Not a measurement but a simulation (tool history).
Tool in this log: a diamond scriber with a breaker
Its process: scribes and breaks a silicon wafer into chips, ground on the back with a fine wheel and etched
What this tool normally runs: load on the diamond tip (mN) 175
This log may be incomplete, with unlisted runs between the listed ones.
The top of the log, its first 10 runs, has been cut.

run    hour  load on the diamond tip (mN)  incoming depth of the damage left on the back of the incoming wafer, um  depth of the median crack under the scribed line (µm)  chips rejected at inspection after the break (%)
 11   712.7                           175                                                                      0.6                                                   9.52                                              0.96
 12   813.3                           175                                                                     0.62                                                    9.3                                              0.86
 13   854.3                           175                                                                     0.36                                                   9.36                                              0.81
        895  -- load on the tip recalibrated
 14   952.5                           139                                                                     0.57                                                   6.78                                             12.88
 15   995.9                           139                                                                      0.5                                                   6.79                                             11.82
       1007  -- diamond tip replaced by a new one
 16  1036.6                           146                                                                     0.34                                                   7.92                                              3.18
 17  1079.9                           219                                                                     0.79                                                  12.25                                             11.34
 18  1180.1                           160                                                                     0.33                                                   8.86                                              0.77
 19  1221.7                           158                                                                      0.6                                                   8.78                                              0.97
 20  1325.3                           133                                                                     0.55                                                   7.17                                              8.13
 21  1410.6                           196                                                                     0.52                                                   10.8                                              4.24
     1517.3  -- load on the tip recalibrated
     1662.3  -- diamond tip replaced by a new one
 22  1693.1                           223                                                                     0.75                                                  12.54                                             11.93
 23  1798.4                           208                                                                     0.35                                                  11.79                                              7.75
 24  1873.6                           124                                                                     0.35                                                   6.55                                             13.77
 25    1960                           175                                                                     0.31                                                   9.67                                              1.08
 26  2000.5                           137                                                                     0.46                                                   7.42                                              6.67
     2165.2  -- load on the tip recalibrated
 27  2272.5                           153                                                                     0.69                                                   7.49                                              6.33
     2333.6  -- diamond tip replaced by a new one
 28  2365.6                           142                                                                     0.79                                                   7.47                                              5.09
 29  2419.3                           175                                                                     0.45                                                    9.7                                                 1
 30  2463.9                           175                                                                     0.79                                                   9.61                                              1.06

Alternative continuations, all from the tool just after run 30; predict every row:
  A  2464.5                           193                                                                     0.39                                                      ?                                                 ?
  B  2464.5                           212                                                                     0.39                                                      ?                                                 ?
  C  2464.5                           213                                                                     0.39                                                      ?                                                 ?

run  depth of the median crack under the scribed line (µm)  chips rejected at inspection after the break (%)
  A                                                  10.46                                              3.59
  B                                                  11.45                                              7.86
  C                                                   11.5                                              8.11
With no hidden state in the tool, these same runs would have given:
run  depth of the median crack under the scribed line (µm)  chips rejected at inspection after the break (%)
  A                                                   9.92                                              1.96
  B                                                  10.86                                              5.17
  C                                                  10.91                                              5.37
